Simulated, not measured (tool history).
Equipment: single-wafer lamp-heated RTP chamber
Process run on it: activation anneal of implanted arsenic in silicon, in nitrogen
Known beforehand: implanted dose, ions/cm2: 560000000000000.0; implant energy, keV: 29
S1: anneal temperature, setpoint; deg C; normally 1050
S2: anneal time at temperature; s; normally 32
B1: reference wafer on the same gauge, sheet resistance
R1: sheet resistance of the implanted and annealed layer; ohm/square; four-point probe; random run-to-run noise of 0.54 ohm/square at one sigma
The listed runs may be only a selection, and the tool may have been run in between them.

{"run": 1, "hour": 0.0, "S1": 1030, "S2": 45, "B1": 183.43, "R1": 190.97}
{"run": 2, "hour": 20.2, "S1": 1030, "S2": 45, "B1": 183.62, "R1": 191.94}
{"run": 3, "hour": 38.1, "S1": 1039, "S2": 38, "B1": 183.71, "R1": 191.68}
{"hour": 46.9, "done": "pyrometer window cleaned and pyrometer calibrated"}
{"hour": 60.0, "done": "gauge calibrated"}
{"run": 4, "hour": 72.0, "S1": 1039, "S2": 38, "B1": 181.82, "R1": 189.61}
{"run": 5, "hour": 104.8, "S1": 1050, "S2": 32, "B1": 182.14, "R1": 190.11}
{"run": 6, "hour": 137.9, "S1": 1050, "S2": 32, "B1": 182.36, "R1": 190.69}
{"run": 7, "hour": 163.9, "S1": 1050, "S2": 32, "B1": 182.54, "R1": 189.85}
{"run": 8, "hour": 182.7, "S1": 1050, "S2": 32, "B1": 182.73, "R1": 190.27}
{"run": 9, "hour": 210.8, "S1": 1050, "S2": 32, "B1": 182.81, "R1": 191.17}
{"hour": 222.0, "done": "pyrometer window cleaned and pyrometer calibrated"}
{"run": 10, "hour": 239.4, "S1": 1050, "S2": 16, "B1": 182.99, "R1": 194.33}
{"run": 11, "hour": 255.6, "S1": 1065, "S2": 20, "B1": 183.15, "R1": 191.51}
{"hour": 279.1, "done": "gauge calibrated"}
{"run": 12, "hour": 287.8, "S1": 1071, "S2": 17, "B1": 181.97, "R1": 189.18}
{"run": 13, "hour": 301.9, "S1": 1039, "S2": 38, "B1": 182.21, "R1": 189.16}
{"hour": 331.2, "done": "reflector plate cleaned"}
{"run": 14, "hour": 333.2, "S1": 1058, "S2": 32, "B1": 182.4, "R1": 188.84}
{"run": 15, "hour": 351.4, "S1": 1050, "S2": 32, "B1": 182.54, "R1": 189.78}
{"run": 16, "hour": 381.8, "S1": 1023, "S2": 41, "B1": 182.69, "R1": 191.97}
{"run": 17, "hour": 403.4, "S1": 1073, "S2": 14, "B1": 182.86, "R1": 192.21}
{"run": 18, "hour": 425.1, "S1": 1064, "S2": 38, "B1": 183, "R1": 186.53}

Run-by-run hidden state of the tool:
true wafer temperature minus pyrometer reading, K: 0 across all the runs
wafer temperature error from the tarnished reflector plate, K: 0 across all the runs
H1: gauge reads high (%)
run=1 H1=0.782
run=2 H1=0.863
run=3 H1=0.935
run=4 H1=-0.0686
run=5 H1=0.0626
run=6 H1=0.195
run=7 H1=0.299
run=8 H1=0.374
run=9 H1=0.487
run=10 H1=0.601
run=11 H1=0.666
run=12 H1=0.0274
run=13 H1=0.0838
run=14 H1=0.209
run=15 H1=0.282
run=16 H1=0.403
run=17 H1=0.49
run=18 H1=0.577

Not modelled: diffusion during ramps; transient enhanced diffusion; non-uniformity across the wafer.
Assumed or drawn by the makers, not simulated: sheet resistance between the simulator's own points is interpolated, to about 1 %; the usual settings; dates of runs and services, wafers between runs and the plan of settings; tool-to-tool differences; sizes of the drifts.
